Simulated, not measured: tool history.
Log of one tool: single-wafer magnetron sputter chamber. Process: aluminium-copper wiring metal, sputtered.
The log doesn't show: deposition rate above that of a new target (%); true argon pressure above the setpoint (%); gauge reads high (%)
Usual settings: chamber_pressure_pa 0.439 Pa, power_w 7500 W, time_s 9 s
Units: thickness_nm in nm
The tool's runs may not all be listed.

run	day	chamber_pressure_pa	power_w	time_s	wafers since the last listed run	wafers on the sputter target	hours since the last manometer calibration	hours since the magnet pack was replaced	hours since the gauge calibration	read-back reference wafer on the same gauge, thickness_nm	thickness_nm
1	0	0.439	7500	9	0	4673	1620	5728.7	476.9	103.896	111.819
2	1.996	0.439	7500	9	2205	6878	1667.9	5776.6	524.8	103.909	111.962
3	4.946	0.527	7500	9	3259	10137	1738.7	5847.4	595.6	104.036	104.404
# day 6.733: sputter target and shields replaced
# day 6.783: gauge calibrated
4	6.958	0.527	7500	9	1855	249	1787	5895.7	4.2	103.963	109.824
5	9.421	0.527	7500	9	2720	2970	1846.1	5954.8	63.3	103.902	108.225
6	11.075	0.439	7500	7.89	1827	4797	1885.8	5994.5	103	103.811	97.626
7	13.212	0.439	7500	9	2361	7159	1937.1	6045.8	154.3	103.939	110.084
8	16.021	0.439	7500	9	3102	10262	2004.5	6113.2	221.7	104.004	110.23
9	17.521	0.439	7500	9	1657	11919	2040.5	6149.2	257.7	103.873	109.594
# day 18.354: sputter target and shields replaced
10	19.483	0.439	7500	9	1799	1249	2087.6	6196.3	304.8	103.871	113.253
11	22.483	0.439	7500	9	3314	4563	2159.6	6268.3	376.8	103.948	110.945
12	23.625	0.439	7500	9	1261	5825	2187	6295.7	404.2	103.946	111.127
# day 24.296: magnet pack replaced
13	25.758	0.439	7500	9	1988	7813	2238.2	35.1	455.4	103.958	110.919
14	26.762	0.492	7050	8.47	1109	8923	2262.3	59.2	479.5	103.951	96.214
15	28.388	0.505	5850	8.29	1795	10718	2301.3	98.2	518.5	103.927	80.631
# day 29.754: sputter target and shields replaced
16	29.775	0.268	5850	9	1164	24	2334.6	131.5	551.8	103.943	103.321
# day 30.283: capacitance manometer re-zeroed and calibrated
# day 31.221: gauge calibrated
17	31.238	0.348	8100	9.57	1247	1272	22.9	166.6	0.4	104.112	136.082
18	33.317	0.439	7500	9	2297	3569	72.8	216.5	50.3	104.07	112.661
19	34.383	0.585	8550	9.85	1178	4747	98.4	242.1	75.9	103.892	126.886
20	36.333	0.369	7500	9	2154	6902	145.2	288.9	122.7	103.95	115.49
21	38.233	0.439	9050	9	2099	9001	190.8	334.5	168.3	103.941	129.764
# day 39.867: sputter target and shields replaced
22	44.767	0.439	7500	9	6850	5415	347.6	491.3	325.1	104.094	112.058
23	46.858	0.283	7500	10.64	2310	7726	397.8	541.5	375.3	103.94	141.334
24	48.308	0.439	5900	9.63	1602	9328	432.6	576.3	410.1	103.919	98.216
# day 48.792: sputter target and shields replaced
25	50.129	0.439	7500	9	1643	1479	476.3	620	453.8	103.935	113.835
26	51.85	0.439	7500	9	1901	3380	517.6	661.3	495.1	104.219	112.17

Forecast each of these 3 alternatives for the next run:
A	51.867	0.439	7500	9	18	3398	518	661.7	495.5	?	?
B	51.867	0.439	7500	9.8	18	3398	518	661.7	495.5	?	?
C	51.867	0.526	7500	9	18	3398	518	661.7	495.5	?	?

run	read-back reference wafer on the same gauge, thickness_nm	thickness_nm
A	103.941	112.32
B	103.941	122.305
C	103.941	107.556
Without the tool's hidden state the same runs would have given:
run	thickness_nm
A	117.269
B	127.693
C	112.295
